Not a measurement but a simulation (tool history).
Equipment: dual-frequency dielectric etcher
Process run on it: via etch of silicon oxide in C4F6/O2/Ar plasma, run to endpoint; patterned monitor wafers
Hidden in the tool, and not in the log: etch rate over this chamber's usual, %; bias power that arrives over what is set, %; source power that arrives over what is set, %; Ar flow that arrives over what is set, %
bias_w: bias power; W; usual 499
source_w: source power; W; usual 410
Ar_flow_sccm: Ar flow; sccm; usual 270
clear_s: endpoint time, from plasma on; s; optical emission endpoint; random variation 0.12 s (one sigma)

run	hour	bias_w	source_w	Ar_flow_sccm	wafers since the last listed run	hours since the last wet clean	hours since the last bias power generator calibration	hours since the last source power generator calibration	hours since the last Ar flow controller change	hours since the last upper electrode change	incoming incoming film thickness, nm	clear_s
1	0.0	499	410	270	0	139.3	2955.8	5154.4	4816.0	3789.8	180.7	38.9
2	13.7	499	410	247	116	153.0	2969.5	5168.1	4829.7	3803.5	180.3	38.4
3	25.1	499	410	247	97	164.4	2980.9	5179.5	4841.1	3814.9	179.2	38.0
4	31.8	499	410	270	57	171.1	2987.6	5186.2	4847.8	3821.6	180.5	39.0
5	39.3	499	410	270	63	178.6	2995.1	5193.7	4855.3	3829.1	183.2	39.5
6	47.1	499	410	270	66	186.4	3002.9	5201.5	4863.1	3836.9	181.8	39.2
7	59.2	499	410	270	103	198.5	3015.0	5213.6	4875.2	3849.0	180.5	38.6
8	73.3	542	340	303	120	212.6	3029.1	5227.7	4889.3	3863.1	180.8	39.3
9	88.9	499	460	207	132	228.2	3044.7	5243.3	4904.9	3878.7	181.9	36.3
10	97.3	499	410	270	71	236.6	3053.1	5251.7	4913.3	3887.1	179.2	38.4
11	115.3	499	410	270	153	254.6	3071.1	5269.7	4931.3	3905.1	181.1	38.8
12	122.1	499	410	270	57	261.4	3077.9	5276.5	4938.1	3911.9	180.5	38.5
# hour 127.1: bias power generator calibrated
13	174.0	614	410	270	408	313.3	46.9	5328.4	4990.0	3963.8	181.0	34.2
# hour 183.5: source power generator calibrated
# hour 185.4: Ar flow controller replaced
14	189.6	597	410	270	82	328.9	62.5	6.1	4.2	3979.4	181.5	34.8
15	197.9	426	370	242	70	337.2	70.8	14.4	12.5	3987.7	180.1	42.8
16	215.3	499	410	270	148	354.6	88.2	31.8	29.9	4005.1	181.4	38.7
# hour 244.7: wet clean of the chamber
# hour 248.5: upper electrode replaced
17	249.0	499	410	270	49	4.3	121.9	65.5	63.6	0.5	181.5	39.4
18	249.4	573	450	270	3	4.7	122.3	65.9	64.0	0.9	181.5	35.5
19	249.7	499	410	270	2	5.0	122.6	66.2	64.3	1.2	181.2	39.3
20	259.5	433	460	203	83	14.8	132.4	76.0	74.1	11.0	182.4	40.4
21	267.8	499	490	270	70	23.1	140.7	84.3	82.4	19.3	180.2	37.4
22	277.2	499	320	218	80	32.5	150.1	93.7	91.8	28.7	181.5	40.6
23	284.8	602	410	270	64	40.1	157.7	101.3	99.4	36.3	180.0	34.9
24	299.9	499	490	230	128	55.2	172.8	116.4	114.5	51.4	182.3	36.9
25	315.0	499	410	228	128	70.3	187.9	131.5	129.6	66.5	181.8	38.3
26	323.1	499	410	270	69	78.4	196.0	139.6	137.7	74.6	181.4	39.2
27	339.7	611	410	236	141	95.0	212.6	156.2	154.3	91.2	180.0	34.0
28	348.1	499	360	315	71	103.4	221.0	164.6	162.7	99.6	180.4	41.0
29	360.3	499	410	270	103	115.6	233.2	176.8	174.9	111.8	182.2	39.2

What if the next run were any one of these 4? Each begins from the tool's condition after run 29:
A	360.7	499	410	210	3	116.0	233.6	177.2	175.3	112.2	181.9	?
B	360.7	424	320	327	3	116.0	233.6	177.2	175.3	112.2	181.9	?
C	360.7	449	440	270	3	116.0	233.6	177.2	175.3	112.2	181.9	?
D	360.7	466	380	270	3	116.0	233.6	177.2	175.3	112.2	181.9	?

run	clear_s
A	37.8
B	47.4
C	41.1
D	41.7
Without the tool's hidden state the same runs would have given:
run	clear_s
A	38.0
B	47.7
C	41.3
D	41.9
